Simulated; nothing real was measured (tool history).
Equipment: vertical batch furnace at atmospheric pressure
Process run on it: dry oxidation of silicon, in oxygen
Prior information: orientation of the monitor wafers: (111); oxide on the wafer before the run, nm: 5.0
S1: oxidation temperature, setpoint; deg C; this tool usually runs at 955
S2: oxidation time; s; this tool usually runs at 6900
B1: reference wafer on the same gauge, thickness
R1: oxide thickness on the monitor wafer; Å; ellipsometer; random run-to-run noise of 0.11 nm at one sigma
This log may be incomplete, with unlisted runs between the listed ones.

Run 1, hour 0.0: usual settings; B1 59.90. Result: R1 748.1 Å.
Run 2, hour 12.2: usual settings; B1 59.88. Result: R1 748.0 Å.
Run 3, hour 20.8: usual settings but S2 7830 s; B1 59.89. Result: R1 812.8 Å.
Run 4, hour 34.0: usual settings but S2 7830 s; B1 59.87. Result: R1 812.2 Å.
Run 5, hour 51.0: usual settings; B1 59.91. Result: R1 748.5 Å.
Run 6, hour 65.6: usual settings but S1 963 deg C; B1 59.89. Result: R1 795.1 Å.
Run 7, hour 80.2: usual settings but S1 963 deg C; B1 59.92. Result: R1 795.8 Å.
At hour 84.1: gauge calibrated.
Run 8, hour 92.7: usual settings but S2 7830 s; B1 59.91. Result: R1 810.7 Å.
Run 9, hour 104.5: usual settings but S1 974 deg C, S2 7980 s; B1 59.90. Result: R1 948.7 Å.
At hour 131.3: boat lift adjusted.
At hour 140.4: thermocouples replaced and temperature profile calibrated.
Run 10, hour 140.9: usual settings but S1 977 deg C, S2 8790 s; B1 59.90. Result: R1 1028.3 Å.
Run 11, hour 145.8: usual settings but S2 8430 s; B1 59.89. Result: R1 851.5 Å.
Run 12, hour 150.6: usual settings but S1 930 deg C, S2 9780 s; B1 59.92. Result: R1 771.9 Å.
Run 13, hour 155.5: usual settings but S1 947 deg C; B1 59.91. Result: R1 701.7 Å.
Run 14, hour 185.1: usual settings but S1 973 deg C, S2 9090 s; B1 59.88. Result: R1 1021.0 Å.

Here are 3 independent what-if runs from the current tool condition. What would each one return?
Run A, hour 190.1: usual settings; B1 ?. Result: R1 ?.
Run B, hour 190.1: usual settings but S1 931 deg C; B1 ?. Result: R1 ?.
Run C, hour 190.1: usual settings but S1 964 deg C, S2 4530 s; B1 ?. Result: R1 ?.

run     B1     R1
  A  59.89  748.2
  B  59.89  617.1
  C  59.89  607.1
Take away the tool's hidden state, keep each run's random variation, and the runs would have read:
run     R1
  A  748.2
  B  617.1
  C  607.1

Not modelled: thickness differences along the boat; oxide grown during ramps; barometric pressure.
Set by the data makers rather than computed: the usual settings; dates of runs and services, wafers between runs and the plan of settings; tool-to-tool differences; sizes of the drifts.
